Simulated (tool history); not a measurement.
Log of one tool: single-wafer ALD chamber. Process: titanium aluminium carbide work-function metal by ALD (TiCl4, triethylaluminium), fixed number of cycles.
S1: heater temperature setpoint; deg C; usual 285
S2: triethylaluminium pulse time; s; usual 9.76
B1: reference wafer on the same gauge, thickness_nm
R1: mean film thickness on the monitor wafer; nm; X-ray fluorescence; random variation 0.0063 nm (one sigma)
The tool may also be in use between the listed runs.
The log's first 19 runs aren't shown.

Run 20, day 58.583: usual settings but S1 296 deg C, S2 6.46 s; B1 1.658. Result: R1 1.416 nm.
At day 60.754: triethylaluminium bottle replaced.
Run 21, day 60.775: usual settings; B1 1.66. Result: R1 1.736 nm.
Run 22, day 62.442: usual settings but S1 292 deg C, S2 12.13 s; B1 1.662. Result: R1 1.844 nm.
Run 23, day 64.092: usual settings; B1 1.661. Result: R1 1.729 nm.
Run 24, day 67.367: usual settings; B1 1.659. Result: R1 1.732 nm.
Run 25, day 70.746: usual settings but S1 296 deg C, S2 8.53 s; B1 1.662. Result: R1 1.774 nm.
Run 26, day 81.617: usual settings but S1 290 deg C, S2 7.82 s; B1 1.661. Result: R1 1.651 nm.
Run 27, day 83.846: usual settings but S1 298 deg C; B1 1.66. Result: R1 1.843 nm.
At day 87.012: thermocouple changed; heater temperature recalibrated.
Run 28, day 87.862: usual settings; B1 1.662. Result: R1 1.679 nm.
Run 29, day 91.454: usual settings but S1 291 deg C, S2 7.38 s; B1 1.659. Result: R1 1.546 nm.
Run 30, day 98.508: usual settings but S2 13.19 s; B1 1.661. Result: R1 1.755 nm.
At day 99.688: triethylaluminium bottle replaced.
Run 31, day 102.658: usual settings but S1 273 deg C, S2 7.94 s; B1 1.659. Result: R1 1.538 nm.
Run 32, day 115.562: usual settings; B1 1.66. Result: R1 1.734 nm.
Run 33, day 119.588: usual settings but S1 276 deg C, S2 12.31 s; B1 1.66. Result: R1 1.693 nm.

3 ways to go on from here, each from the tool as it stands after run 33. What would each give?
Run A, day 119.604: usual settings; B1 ?. Result: R1 ?.
Run B, day 119.604: usual settings but S1 276 deg C, S2 7.57 s; B1 ?. Result: R1 ?.
Run C, day 119.604: usual settings but S1 277 deg C, S2 6.33 s; B1 ?. Result: R1 ?.

run     B1     R1
  A  1.662  1.723
  B  1.662  1.509
  C  1.662  1.357
Without the tool's hidden state the same runs would have given:
run     R1
  A   1.72
  B  1.525
  C  1.388
